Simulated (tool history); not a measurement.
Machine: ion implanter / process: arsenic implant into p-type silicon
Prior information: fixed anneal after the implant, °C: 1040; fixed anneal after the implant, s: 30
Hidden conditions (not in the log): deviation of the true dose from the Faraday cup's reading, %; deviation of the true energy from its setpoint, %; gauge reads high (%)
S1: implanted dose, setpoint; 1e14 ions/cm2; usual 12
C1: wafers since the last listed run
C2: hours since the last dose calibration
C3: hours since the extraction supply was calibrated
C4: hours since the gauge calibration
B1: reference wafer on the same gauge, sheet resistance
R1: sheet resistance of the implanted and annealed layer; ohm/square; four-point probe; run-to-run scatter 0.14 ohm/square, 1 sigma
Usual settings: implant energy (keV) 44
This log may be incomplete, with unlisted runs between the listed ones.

{"run": 1, "hour": 0.0, "S1": 9.61, "implant energy (keV)": 44, "C1": 0, "C2": 1606.5, "C3": 1970.2, "C4": 481.4, "B1": 98.56, "R1": 113.49}
{"run": 2, "hour": 19.4, "S1": 12, "implant energy (keV)": 44, "C1": 522, "C2": 1625.9, "C3": 1989.6, "C4": 500.8, "B1": 98.62, "R1": 97.08}
{"run": 3, "hour": 32.9, "S1": 12, "implant energy (keV)": 44, "C1": 363, "C2": 1639.4, "C3": 2003.1, "C4": 514.3, "B1": 98.59, "R1": 96.81}
{"hour": 36.7, "done": "gauge calibrated"}
{"run": 4, "hour": 45.8, "S1": 12, "implant energy (keV)": 44, "C1": 347, "C2": 1652.3, "C3": 2016, "C4": 9.1, "B1": 98.54, "R1": 97.11}
{"run": 5, "hour": 79.9, "S1": 12, "implant energy (keV)": 36.5, "C1": 917, "C2": 1686.4, "C3": 2050.1, "C4": 43.2, "B1": 98.61, "R1": 99.89}
{"run": 6, "hour": 140.1, "S1": 12, "implant energy (keV)": 36.5, "C1": 1620, "C2": 1746.6, "C3": 2110.3, "C4": 103.4, "B1": 98.58, "R1": 100.05}
{"run": 7, "hour": 156.4, "S1": 12, "implant energy (keV)": 44, "C1": 438, "C2": 1762.9, "C3": 2126.6, "C4": 119.7, "B1": 98.58, "R1": 97.65}
{"run": 8, "hour": 186.4, "S1": 12, "implant energy (keV)": 44, "C1": 807, "C2": 1792.9, "C3": 2156.6, "C4": 149.7, "B1": 98.61, "R1": 97.49}
{"run": 9, "hour": 214.7, "S1": 12, "implant energy (keV)": 44, "C1": 761, "C2": 1821.2, "C3": 2184.9, "C4": 178, "B1": 98.63, "R1": 97.33}
{"run": 10, "hour": 234.7, "S1": 12, "implant energy (keV)": 44, "C1": 538, "C2": 1841.2, "C3": 2204.9, "C4": 198, "B1": 98.59, "R1": 97.61}
{"run": 11, "hour": 259.3, "S1": 12, "implant energy (keV)": 44, "C1": 662, "C2": 1865.8, "C3": 2229.5, "C4": 222.6, "B1": 98.62, "R1": 97.56}
{"run": 12, "hour": 285.9, "S1": 12, "implant energy (keV)": 53, "C1": 715, "C2": 1892.4, "C3": 2256.1, "C4": 249.2, "B1": 98.6, "R1": 94.82}
{"hour": 306.0, "done": "Faraday cup replaced and dose calibrated"}
{"run": 13, "hour": 306.5, "S1": 12, "implant energy (keV)": 53, "C1": 339, "C2": 0.5, "C3": 2276.7, "C4": 269.8, "B1": 98.61, "R1": 91.27}
{"hour": 332.4, "done": "extraction supply calibrated"}
{"run": 14, "hour": 332.9, "S1": 12, "implant energy (keV)": 44, "C1": 495, "C2": 26.9, "C3": 0.5, "C4": 296.2, "B1": 98.64, "R1": 94.17}
{"run": 15, "hour": 366.9, "S1": 12, "implant energy (keV)": 44, "C1": 915, "C2": 60.9, "C3": 34.5, "C4": 330.2, "B1": 98.6, "R1": 94.33}
{"run": 16, "hour": 390.8, "S1": 12, "implant energy (keV)": 44, "C1": 643, "C2": 84.8, "C3": 58.4, "C4": 354.1, "B1": 98.6, "R1": 94.38}
{"run": 17, "hour": 412.7, "S1": 12, "implant energy (keV)": 44, "C1": 589, "C2": 106.7, "C3": 80.3, "C4": 376, "B1": 98.6, "R1": 94.48}
{"run": 18, "hour": 428.6, "S1": 12, "implant energy (keV)": 44, "C1": 427, "C2": 122.6, "C3": 96.2, "C4": 391.9, "B1": 98.59, "R1": 94.28}
{"run": 19, "hour": 462.9, "S1": 10.97, "implant energy (keV)": 44, "C1": 923, "C2": 156.9, "C3": 130.5, "C4": 426.2, "B1": 98.55, "R1": 100.35}
{"run": 20, "hour": 476.7, "S1": 14.25, "implant energy (keV)": 57.5, "C1": 371, "C2": 170.7, "C3": 144.3, "C4": 440, "B1": 98.54, "R1": 79.43}
{"run": 21, "hour": 506.9, "S1": 12, "implant energy (keV)": 44, "C1": 812, "C2": 200.9, "C3": 174.5, "C4": 470.2, "B1": 98.6, "R1": 94.58}
{"run": 22, "hour": 520.2, "S1": 14.12, "implant energy (keV)": 49.5, "C1": 357, "C2": 214.2, "C3": 187.8, "C4": 483.5, "B1": 98.57, "R1": 82.81}
{"run": 23, "hour": 540.8, "S1": 13.18, "implant energy (keV)": 59, "C1": 554, "C2": 234.8, "C3": 208.4, "C4": 504.1, "B1": 98.59, "R1": 83.44}
{"run": 24, "hour": 575.1, "S1": 15.46, "implant energy (keV)": 53.5, "C1": 923, "C2": 269.1, "C3": 242.7, "C4": 538.4, "B1": 98.58, "R1": 76.58}
{"run": 25, "hour": 598.8, "S1": 9.84, "implant energy (keV)": 36.5, "C1": 637, "C2": 292.8, "C3": 266.4, "C4": 562.1, "B1": 98.62, "R1": 111.4}
{"hour": 599.8, "done": "gauge calibrated"}
{"run": 26, "hour": 633.5, "S1": 15.55, "implant energy (keV)": 57.5, "C1": 933, "C2": 327.5, "C3": 301.1, "C4": 33.7, "B1": 98.64, "R1": 75.17}
{"run": 27, "hour": 666.7, "S1": 13.88, "implant energy (keV)": 55, "C1": 893, "C2": 360.7, "C3": 334.3, "C4": 66.9, "B1": 98.6, "R1": 81.94}
{"run": 28, "hour": 697.6, "S1": 12, "implant energy (keV)": 32.5, "C1": 831, "C2": 391.6, "C3": 365.2, "C4": 97.8, "B1": 98.62, "R1": 98.92}
{"run": 29, "hour": 711.5, "S1": 12, "implant energy (keV)": 44, "C1": 374, "C2": 405.5, "C3": 379.1, "C4": 111.7, "B1": 98.63, "R1": 94.45}
{"run": 30, "hour": 727.0, "S1": 8.61, "implant energy (keV)": 52, "C1": 417, "C2": 421, "C3": 394.6, "C4": 127.2, "B1": 98.59, "R1": 116.79}
{"run": 31, "hour": 747.4, "S1": 14.35, "implant energy (keV)": 49.5, "C1": 549, "C2": 441.4, "C3": 415, "C4": 147.6, "B1": 98.58, "R1": 81.98}
{"run": 32, "hour": 772.1, "S1": 12, "implant energy (keV)": 34, "C1": 664, "C2": 466.1, "C3": 439.7, "C4": 172.3, "B1": 98.62, "R1": 98.41}
{"run": 33, "hour": 795.8, "S1": 15.55, "implant energy (keV)": 34.5, "C1": 637, "C2": 489.8, "C3": 463.4, "C4": 196, "B1": 98.58, "R1": 83.81}
{"run": 34, "hour": 816.3, "S1": 10.13, "implant energy (keV)": 57.5, "C1": 551, "C2": 510.3, "C3": 483.9, "C4": 216.5, "B1": 98.61, "R1": 101.94}
{"run": 35, "hour": 835.9, "S1": 10.51, "implant energy (keV)": 29, "C1": 527, "C2": 529.9, "C3": 503.5, "C4": 236.1, "B1": 98.64, "R1": 109.79}
{"run": 36, "hour": 864.6, "S1": 9.34, "implant energy (keV)": 39.5, "C1": 772, "C2": 558.6, "C3": 532.2, "C4": 264.8, "B1": 98.61, "R1": 114.71}
{"run": 37, "hour": 885.5, "S1": 12, "implant energy (keV)": 44, "C1": 562, "C2": 579.5, "C3": 553.1, "C4": 285.7, "B1": 98.55, "R1": 94.83}
{"run": 38, "hour": 914.7, "S1": 12, "implant energy (keV)": 44, "C1": 785, "C2": 608.7, "C3": 582.3, "C4": 314.9, "B1": 98.62, "R1": 94.69}

The logged runs with the hidden state left out (each run's random variation unchanged):
run=1 R1=110.75
run=2 R1=94.8
run=3 R1=94.49
run=4 R1=94.74
run=5 R1=97.42
run=6 R1=97.37
run=7 R1=94.91
run=8 R1=94.65
run=9 R1=94.4
run=10 R1=94.6
run=11 R1=94.46
run=12 R1=91.61
run=13 R1=91.6
run=14 R1=94.5
run=15 R1=94.65
run=16 R1=94.7
run=17 R1=94.79
run=18 R1=94.59
run=19 R1=100.68
run=20 R1=79.69
run=21 R1=94.87
run=22 R1=83.05
run=23 R1=83.69
run=24 R1=76.79
run=25 R1=111.7
run=26 R1=75.34
run=27 R1=82.12
run=28 R1=99.11
run=29 R1=94.62
run=30 R1=117.01
run=31 R1=82.11
run=32 R1=98.54
run=33 R1=83.89
run=34 R1=102.04
run=35 R1=109.87
run=36 R1=114.77
run=37 R1=94.85
run=38 R1=94.68
